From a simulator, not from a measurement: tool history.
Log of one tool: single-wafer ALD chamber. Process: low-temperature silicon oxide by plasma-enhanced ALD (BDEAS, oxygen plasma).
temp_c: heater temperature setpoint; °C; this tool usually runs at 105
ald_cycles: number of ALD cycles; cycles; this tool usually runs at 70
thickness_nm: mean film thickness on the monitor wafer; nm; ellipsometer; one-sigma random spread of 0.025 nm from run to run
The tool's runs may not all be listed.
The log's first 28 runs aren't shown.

| run | hour | temp_c | ald_cycles | read-back reference wafer on the same gauge, thickness_nm | thickness_nm |
|---|---|---|---|---|---|
| 29 | 344.2 | 98 | 58 | 11.601 | 8.431 |
| 30 | 352.2 | 105 | 75 | 11.602 | 10.678 |
| 31 | 368.3 | 111 | 80 | 11.613 | 11.357 |
| 32 | 384.2 | 105 | 70 | 11.619 | 10.086 |
|  | 384.4 | gauge calibrated |
| 33 | 401.1 | 99 | 64 | 11.493 | 9.189 |
| 34 | 408.5 | 95 | 77 | 11.489 | 11.131 |
| 35 | 420.4 | 101 | 70 | 11.479 | 10.008 |
| 36 | 437.5 | 105 | 70 | 11.491 | 9.867 |
| 37 | 452.3 | 105 | 74 | 11.488 | 10.521 |
| 38 | 467.2 | 95 | 78 | 11.495 | 11.391 |
| 39 | 484.7 | 105 | 70 | 11.498 | 9.94 |
| 40 | 495 | 105 | 70 | 11.506 | 9.947 |
| 41 | 506.5 | 112 | 82 | 11.507 | 11.555 |
| 42 | 521 | 92 | 61 | 11.512 | 8.994 |

What if the next run were any one of these 4? Each begins from the tool's condition after run 42:
| A | 521.5 | 105 | 70 | ? | ? |
| B | 521.5 | 113 | 63 | ? | ? |
| C | 521.5 | 117 | 65 | ? | ? |
| D | 521.5 | 95 | 66 | ? | ? |

| run | read-back reference wafer on the same gauge, thickness_nm | thickness_nm |
|---|---|---|
| A | 11.512 | 9.954 |
| B | 11.512 | 8.838 |
| C | 11.512 | 9.056 |
| D | 11.512 | 9.616 |
Without the tool's unlogged condition, the same runs would have read:
| run | thickness_nm |
|---|---|
| A | 9.939 |
| B | 8.824 |
| C | 9.042 |
| D | 9.601 |
